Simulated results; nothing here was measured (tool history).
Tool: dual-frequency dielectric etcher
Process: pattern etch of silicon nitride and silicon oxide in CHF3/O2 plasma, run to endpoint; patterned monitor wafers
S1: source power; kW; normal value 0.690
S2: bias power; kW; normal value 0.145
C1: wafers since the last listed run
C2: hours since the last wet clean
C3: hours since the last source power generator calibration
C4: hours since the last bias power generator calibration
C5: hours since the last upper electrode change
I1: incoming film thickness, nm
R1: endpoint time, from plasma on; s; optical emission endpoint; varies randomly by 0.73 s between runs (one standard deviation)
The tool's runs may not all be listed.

| run | hour | S1 | S2 | C1 | C2 | C3 | C4 | C5 | I1 | R1 |
|---|---|---|---|---|---|---|---|---|---|---|
| 1 | 0.0 | 0.640 | 0.145 | 0 | 276.3 | 1609.7 | 2592.9 | 3792.1 | 275.4 | 190.5 |
| 2 | 64.6 | 0.640 | 0.145 | 378 | 340.9 | 1674.3 | 2657.5 | 3856.7 | 273.7 | 190.9 |
| 3 | 144.5 | 0.640 | 0.145 | 468 | 420.8 | 1754.2 | 2737.4 | 3936.6 | 273.6 | 190.2 |
| 4 | 200.9 | 0.690 | 0.145 | 330 | 477.2 | 1810.6 | 2793.8 | 3993.0 | 274.4 | 189.2 |
| 5 | 247.1 | 0.690 | 0.145 | 270 | 523.4 | 1856.8 | 2840.0 | 4039.2 | 270.5 | 188.6 |
|  | 274.4 | wet clean of the chamber |
| 6 | 436.7 | 0.650 | 0.145 | 970 | 162.3 | 2046.4 | 3029.6 | 4228.8 | 275.3 | 188.1 |
| 7 | 479.8 | 0.650 | 0.145 | 252 | 205.4 | 2089.5 | 3072.7 | 4271.9 | 273.9 | 188.0 |
| 8 | 581.2 | 0.690 | 0.145 | 594 | 306.8 | 2190.9 | 3174.1 | 4373.3 | 273.0 | 186.1 |
| 9 | 617.5 | 0.690 | 0.145 | 212 | 343.1 | 2227.2 | 3210.4 | 4409.6 | 273.5 | 187.5 |
| 10 | 677.1 | 0.730 | 0.133 | 349 | 402.7 | 2286.8 | 3270.0 | 4469.2 | 273.5 | 189.4 |
| 11 | 736.9 | 0.730 | 0.133 | 350 | 462.5 | 2346.6 | 3329.8 | 4529.0 | 275.8 | 191.8 |
|  | 847.8 | wet clean of the chamber |
| 12 | 848.3 | 0.730 | 0.133 | 512 | 0.5 | 2458.0 | 3441.2 | 4640.4 | 276.8 | 190.4 |
| 13 | 923.3 | 0.690 | 0.145 | 439 | 75.5 | 2533.0 | 3516.2 | 4715.4 | 275.8 | 186.5 |
| 14 | 965.5 | 0.580 | 0.164 | 247 | 117.7 | 2575.2 | 3558.4 | 4757.6 | 271.6 | 183.6 |
|  | 1039.6 | upper electrode replaced, of another model than before |
| 15 | 1040.1 | 0.690 | 0.145 | 296 | 192.3 | 2649.8 | 3633.0 | 0.5 | 273.8 | 186.7 |
| 16 | 1104.0 | 0.690 | 0.145 | 374 | 256.2 | 2713.7 | 3696.9 | 64.4 | 272.1 | 185.5 |
| 17 | 1175.9 | 0.850 | 0.178 | 421 | 328.1 | 2785.6 | 3768.8 | 136.3 | 272.4 | 160.8 |
|  | 1202.8 | source power generator calibrated |
| 18 | 1212.7 | 0.830 | 0.133 | 192 | 364.9 | 9.9 | 3805.6 | 173.1 | 273.5 | 182.5 |
| 19 | 1292.6 | 0.760 | 0.145 | 468 | 444.8 | 89.8 | 3885.5 | 253.0 | 275.0 | 183.3 |
| 20 | 1366.0 | 0.780 | 0.123 | 430 | 518.2 | 163.2 | 3958.9 | 326.4 | 273.8 | 194.7 |
|  | 1439.9 | wet clean of the chamber |
| 21 | 1440.4 | 0.630 | 0.176 | 295 | 0.5 | 237.6 | 4033.3 | 400.8 | 275.5 | 177.9 |
| 22 | 1471.2 | 0.750 | 0.162 | 180 | 31.3 | 268.4 | 4064.1 | 431.6 | 272.7 | 172.6 |
| 23 | 1519.5 | 0.750 | 0.121 | 283 | 79.6 | 316.7 | 4112.4 | 479.9 | 272.4 | 195.2 |
|  | 1553.0 | bias power generator calibrated |
| 24 | 1560.4 | 0.820 | 0.128 | 216 | 120.5 | 357.6 | 7.4 | 520.8 | 268.9 | 182.5 |
| 25 | 1660.0 | 0.690 | 0.145 | 583 | 220.1 | 457.2 | 107.0 | 620.4 | 271.0 | 185.2 |
| 26 | 1807.0 | 0.630 | 0.176 | 861 | 367.1 | 604.2 | 254.0 | 767.4 | 274.4 | 181.3 |
| 27 | 1843.2 | 0.690 | 0.145 | 212 | 403.3 | 640.4 | 290.2 | 803.6 | 274.0 | 189.1 |
| 28 | 1880.5 | 0.560 | 0.109 | 218 | 440.6 | 677.7 | 327.5 | 840.9 | 273.0 | 227.5 |
| 29 | 1980.4 | 0.690 | 0.145 | 585 | 540.5 | 777.6 | 427.4 | 940.8 | 272.5 | 188.6 |
|  | 2057.4 | wet clean of the chamber |
| 30 | 2057.9 | 0.580 | 0.181 | 313 | 0.5 | 855.1 | 504.9 | 1018.3 | 279.7 | 182.5 |
| 31 | 2109.3 | 0.520 | 0.156 | 301 | 51.9 | 906.5 | 556.3 | 1069.7 | 275.3 | 199.3 |
| 32 | 2205.1 | 0.690 | 0.145 | 561 | 147.7 | 1002.3 | 652.1 | 1165.5 | 275.7 | 187.9 |
| 33 | 2266.4 | 0.610 | 0.117 | 359 | 209.0 | 1063.6 | 713.4 | 1226.8 | 273.6 | 214.2 |
| 34 | 2347.1 | 0.540 | 0.145 | 473 | 289.7 | 1144.3 | 794.1 | 1307.5 | 272.7 | 202.1 |
| 35 | 2428.5 | 0.690 | 0.145 | 477 | 371.1 | 1225.7 | 875.5 | 1388.9 | 277.7 | 190.0 |

Here are 4 independent what-if runs from the current tool condition. What would each one return?
| A | 2429.0 | 0.770 | 0.145 | 2 | 371.6 | 1226.2 | 876.0 | 1389.4 | 272.5 | ? |
| B | 2429.0 | 0.810 | 0.134 | 2 | 371.6 | 1226.2 | 876.0 | 1389.4 | 272.5 | ? |
| C | 2429.0 | 0.580 | 0.145 | 2 | 371.6 | 1226.2 | 876.0 | 1389.4 | 272.5 | ? |
| D | 2429.0 | 0.610 | 0.132 | 2 | 371.6 | 1226.2 | 876.0 | 1389.4 | 272.5 | ? |

| run | R1 |
|---|---|
| A | 181.4 |
| B | 184.3 |
| C | 198.6 |
| D | 203.4 |
With the hidden condition removed and each run's random variation left untouched, the same runs would have given:
| run | R1 |
|---|---|
| A | 177.2 |
| B | 180.1 |
| C | 194.0 |
| D | 198.8 |
